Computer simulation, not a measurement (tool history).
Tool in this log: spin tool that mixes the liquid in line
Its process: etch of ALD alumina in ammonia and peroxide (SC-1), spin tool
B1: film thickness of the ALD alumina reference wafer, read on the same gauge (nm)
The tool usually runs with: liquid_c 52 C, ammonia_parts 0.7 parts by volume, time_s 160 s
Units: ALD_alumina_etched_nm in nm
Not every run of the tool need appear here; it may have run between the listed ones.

run 1 day=0 | liquid_c=52 ammonia_parts=0.7 time_s=160 | B1=60.01 | ALD_alumina_etched_nm=10.6
-- day=0.021 gauge calibrated
run 2 day=0.429 | liquid_c=52 ammonia_parts=0.7 time_s=235 | B1=60 | ALD_alumina_etched_nm=15.67
run 3 day=0.975 | liquid_c=52 ammonia_parts=0.4 time_s=160 | B1=59.99 | ALD_alumina_etched_nm=10
run 4 day=1.233 | liquid_c=52 ammonia_parts=0.7 time_s=215 | B1=60.01 | ALD_alumina_etched_nm=14.29
run 5 day=1.667 | liquid_c=60.5 ammonia_parts=0.7 time_s=220 | B1=60.02 | ALD_alumina_etched_nm=22.9
run 6 day=2.329 | liquid_c=52 ammonia_parts=0.4 time_s=245 | B1=59.99 | ALD_alumina_etched_nm=15.48
run 7 day=2.667 | liquid_c=57 ammonia_parts=1 time_s=210 | B1=59.99 | ALD_alumina_etched_nm=18.68
-- day=2.904 heated supply line repaired
run 8 day=2.938 | liquid_c=58 ammonia_parts=1 time_s=235 | B1=59.97 | ALD_alumina_etched_nm=22.26
run 9 day=3.442 | liquid_c=52 ammonia_parts=0.7 time_s=160 | B1=60 | ALD_alumina_etched_nm=10.69
run 10 day=3.938 | liquid_c=43.5 ammonia_parts=0.85 time_s=190 | B1=59.99 | ALD_alumina_etched_nm=8
run 11 day=4.371 | liquid_c=59.5 ammonia_parts=1 time_s=235 | B1=60 | ALD_alumina_etched_nm=24.12
run 12 day=4.729 | liquid_c=55.5 ammonia_parts=0.7 time_s=160 | B1=60 | ALD_alumina_etched_nm=12.66
run 13 day=5.325 | liquid_c=52 ammonia_parts=0.9 time_s=190 | B1=60 | ALD_alumina_etched_nm=12.95
run 14 day=5.8 | liquid_c=58.5 ammonia_parts=0.7 time_s=250 | B1=59.98 | ALD_alumina_etched_nm=23.6
-- day=6.204 thermometer replaced
run 15 day=6.225 | liquid_c=52 ammonia_parts=0.7 time_s=160 | B1=59.99 | ALD_alumina_etched_nm=10.64
run 16 day=6.679 | liquid_c=52 ammonia_parts=0.7 time_s=160 | B1=60.02 | ALD_alumina_etched_nm=10.66
-- day=6.733 new drum of ammonia solution connected
run 17 day=7.225 | liquid_c=44 ammonia_parts=0.7 time_s=195 | B1=60.01 | ALD_alumina_etched_nm=8.18
run 18 day=7.925 | liquid_c=58 ammonia_parts=1 time_s=160 | B1=59.96 | ALD_alumina_etched_nm=15.25
run 19 day=8.262 | liquid_c=48.5 ammonia_parts=0.7 time_s=105 | B1=60 | ALD_alumina_etched_nm=5.77
run 20 day=8.517 | liquid_c=54.5 ammonia_parts=0.55 time_s=225 | B1=60.01 | ALD_alumina_etched_nm=16.52
run 21 day=8.867 | liquid_c=48 ammonia_parts=0.7 time_s=225 | B1=59.99 | ALD_alumina_etched_nm=12.01
run 22 day=9.342 | liquid_c=59.5 ammonia_parts=0.9 time_s=135 | B1=60 | ALD_alumina_etched_nm=13.62
run 23 day=10.433 | liquid_c=52 ammonia_parts=0.7 time_s=160 | B1=60.02 | ALD_alumina_etched_nm=10.49
run 24 day=11.129 | liquid_c=49 ammonia_parts=0.8 time_s=130 | B1=60 | ALD_alumina_etched_nm=7.55
run 25 day=11.729 | liquid_c=43 ammonia_parts=0.7 time_s=160 | B1=60.02 | ALD_alumina_etched_nm=6.43

4 ways to go on from here, each from the tool as it stands after run 25. What would each give?
run A day=11.75 | liquid_c=52 ammonia_parts=0.7 time_s=205 | B1=? | ALD_alumina_etched_nm=?
run B day=11.75 | liquid_c=58.5 ammonia_parts=0.8 time_s=160 | B1=? | ALD_alumina_etched_nm=?
run C day=11.75 | liquid_c=55 ammonia_parts=0.85 time_s=95 | B1=? | ALD_alumina_etched_nm=?
run D day=11.75 | liquid_c=45 ammonia_parts=0.8 time_s=215 | B1=? | ALD_alumina_etched_nm=?

run=A B1=60 ALD_alumina_etched_nm=13.58
run=B B1=60 ALD_alumina_etched_nm=15.15
run=C B1=60 ALD_alumina_etched_nm=7.53
run=D B1=60 ALD_alumina_etched_nm=9.77
Without the tool's hidden state the same runs would have given:
run=A ALD_alumina_etched_nm=13.58
run=B ALD_alumina_etched_nm=15.15
run=C ALD_alumina_etched_nm=7.53
run=D ALD_alumina_etched_nm=9.77

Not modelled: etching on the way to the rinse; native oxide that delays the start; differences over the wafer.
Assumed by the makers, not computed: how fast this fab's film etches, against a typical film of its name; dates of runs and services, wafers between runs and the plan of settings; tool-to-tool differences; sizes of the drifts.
